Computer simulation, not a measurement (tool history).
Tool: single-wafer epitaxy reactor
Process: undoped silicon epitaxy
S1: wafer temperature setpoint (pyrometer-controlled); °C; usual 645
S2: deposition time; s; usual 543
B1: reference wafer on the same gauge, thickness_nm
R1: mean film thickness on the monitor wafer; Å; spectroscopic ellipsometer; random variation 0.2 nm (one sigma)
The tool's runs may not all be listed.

run     day   S1   S2      B1      R1
  1       0  645  628  75.044  924.76
  2   4.225  645  628  75.053  926.03
  3  15.312  645  628  75.088  930.29
  4  17.792  645  543  75.085  805.96
  5  21.758  645  543  75.068  806.72
       25.2  -- pyrometer calibrated
  6  26.192  645  543  75.054  800.04
  7  29.429  645  543  75.061  800.85
  8  33.412  649  575  75.121  940.46
  9  37.771  645  607  75.121  895.98
 10  40.554  634  463  75.141   517.1
     40.954  -- gauge calibrated
 11  42.083  645  543  75.169   799.7
 12  46.092  645  617  75.041  910.04
 13  47.742  652  453   75.18  797.65
 14  51.438  645  543  75.115  804.67
 15  53.379  637  491  75.186   591.5

What the log doesn't show, run by run:
gauge reads high (%): 0 in every run
H1: wafer temperature above the value expected at the setpoint (K)
run        H1
  1    0.0915
  2     0.135
  3     0.284
  4     0.325
  5     0.394
  6  -0.00477
  7  -0.00129
  8   0.00894
  9    0.0276
 10    0.0437
 11    0.0538
 12    0.0851
 13    0.0999
 14     0.137
 15     0.159
